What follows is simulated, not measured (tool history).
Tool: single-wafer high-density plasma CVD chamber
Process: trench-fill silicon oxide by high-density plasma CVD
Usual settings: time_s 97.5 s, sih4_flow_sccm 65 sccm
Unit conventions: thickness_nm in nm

run	hour	time_s	sih4_flow_sccm	read-back reference wafer on the same gauge, thickness_nm	thickness_nm
1	0	106.2	65	711.307	783.416
2	27	112.4	57	711.242	726.652
3	87.4	112.4	57	710.721	730.863
4	122.4	91.6	65	711.113	677.285
5	153.4	91.6	65	710.916	677.232
6	166.3	106.4	65	710.296	791.379
7	199.2	106.4	65	711.489	785.09
8	212.8	97.5	65	711.382	724.359
9	275.9	97.5	65	711.31	724.171
10	301.7	97.5	65	710.63	725.802
11	317.2	97.5	65	710.847	723.851
12	352.8	97.5	65	710.662	726.391
# hour 362: gauge calibrated
13	372.9	108.4	53	710.601	651.765
# hour 407.1: silane flow controller replaced
14	408.5	97.5	65	711.526	683.346
15	428.9	88.6	58	711.071	549.501
16	446.1	114.6	65	711.453	808.609
17	463.2	113.4	62	710.987	761.37
18	495.9	97.5	65	712.066	686.361
19	514.5	97.5	65	711.12	694.034
20	529	97.5	54	711.483	573.742
21	557	97.5	65	711.722	695.296
22	574.3	88.8	65	711.159	637.178
23	598.8	81.7	65	711.287	581.099
24	619.8	97.5	76	711.286	817.84

5 ways to go on from here, each from the tool as it stands after run 24. What would each give?
A	620.2	115.3	65	?	?
B	620.2	79.7	69	?	?
C	620.2	112.8	53	?	?
D	620.2	107.3	54	?	?
E	620.2	97.5	68	?	?

run	read-back reference wafer on the same gauge, thickness_nm	thickness_nm
A	711.018	826.881
B	711.018	606.747
C	711.018	659.607
D	711.018	639.284
E	711.018	731.5
What these runs would have given with no unlogged condition in the tool:
run	thickness_nm
A	806.404
B	591.722
C	643.272
D	623.453
E	713.384
